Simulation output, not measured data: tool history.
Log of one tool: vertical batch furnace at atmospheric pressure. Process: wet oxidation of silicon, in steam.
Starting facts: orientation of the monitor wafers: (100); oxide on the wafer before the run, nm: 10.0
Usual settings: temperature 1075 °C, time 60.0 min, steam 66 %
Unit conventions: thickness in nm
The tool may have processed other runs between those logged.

run	hour	temperature	time	steam	read-back reference wafer on the same gauge, thickness	thickness
1	0.0	1075	60.0	66	443.29	453.34
2	45.5	1075	60.0	66	442.90	457.10
3	78.4	1075	60.0	66	442.58	452.14
4	149.4	1068	60.0	66	442.75	441.11
# hour 181.3: gauge calibrated
5	216.6	1068	60.0	66	443.20	440.44
6	278.0	1068	60.0	66	442.78	437.76
7	310.3	1075	60.0	57	442.49	414.26
8	382.1	1075	60.0	66	443.28	454.37
9	415.6	1075	60.0	66	443.23	450.56
10	445.3	1075	60.0	66	442.62	454.73
11	504.5	1075	60.0	66	443.45	453.87
12	571.0	1075	60.0	59	442.83	424.58
13	627.0	1064	43.0	76	443.20	384.63
14	660.6	1075	60.0	66	442.96	452.88
15	694.1	1050	74.0	60	443.14	427.61
16	753.6	1075	73.0	71	442.94	530.63
17	782.6	1075	73.0	66	443.16	508.52
18	823.2	1075	60.0	66	442.70	454.73
19	877.4	1098	60.0	66	443.00	498.55
20	908.7	1084	37.5	75	443.29	386.02
21	936.4	1075	60.0	66	443.08	453.13
# hour 1015.7: steam generator serviced
22	1016.2	1075	35.0	73	443.34	357.63
23	1069.1	1090	74.0	66	442.67	558.86
# hour 1131.0: thermocouples replaced and temperature profile calibrated
24	1131.5	1075	60.0	71	443.07	470.70
25	1174.6	1075	60.0	71	443.13	472.20
26	1220.1	1075	60.0	66	442.44	451.22
27	1270.3	1098	49.0	75	443.09	478.18
28	1325.0	1075	60.0	66	443.23	449.17
29	1373.5	1075	60.0	76	442.72	489.75
30	1405.9	1075	88.5	66	443.06	561.76
31	1450.2	1052	60.0	58	442.78	371.28
32	1520.1	1094	80.5	59	443.54	539.82
33	1561.1	1061	35.0	72	443.16	318.14
34	1607.4	1075	60.0	66	443.06	449.99
35	1665.1	1060	49.0	66	442.65	368.13
36	1857.1	1086	60.0	59	442.94	443.37
37	1920.9	1075	60.0	66	443.45	450.92

Measured result minus the same run's result without the hidden state. Both carry the same run-to-run variation, though not necessarily the same gauge scatter:
What the log doesn't record here: true tube temperature minus thermocouple reading, K; steam share off its setpoint, % of the setpoint; gauge reads high (%).
run	thickness
1	+1.62
2	+1.56
3	+1.49
4	+1.86
5	+1.77
6	+1.70
7	+1.35
8	+1.13
9	+1.09
10	+1.07
11	+1.02
12	+1.10
13	+1.80
14	+0.89
15	+1.95
16	+0.45
17	+0.54
18	+0.80
19	-1.14
20	+0.49
21	+0.73
22	+8.92
23	+9.71
24	-1.93
25	-1.99
26	-1.97
27	-2.34
28	-2.06
29	-2.33
30	-2.78
31	-1.55
32	-3.13
33	-1.22
34	-2.22
35	-1.48
36	-2.50
37	-2.23
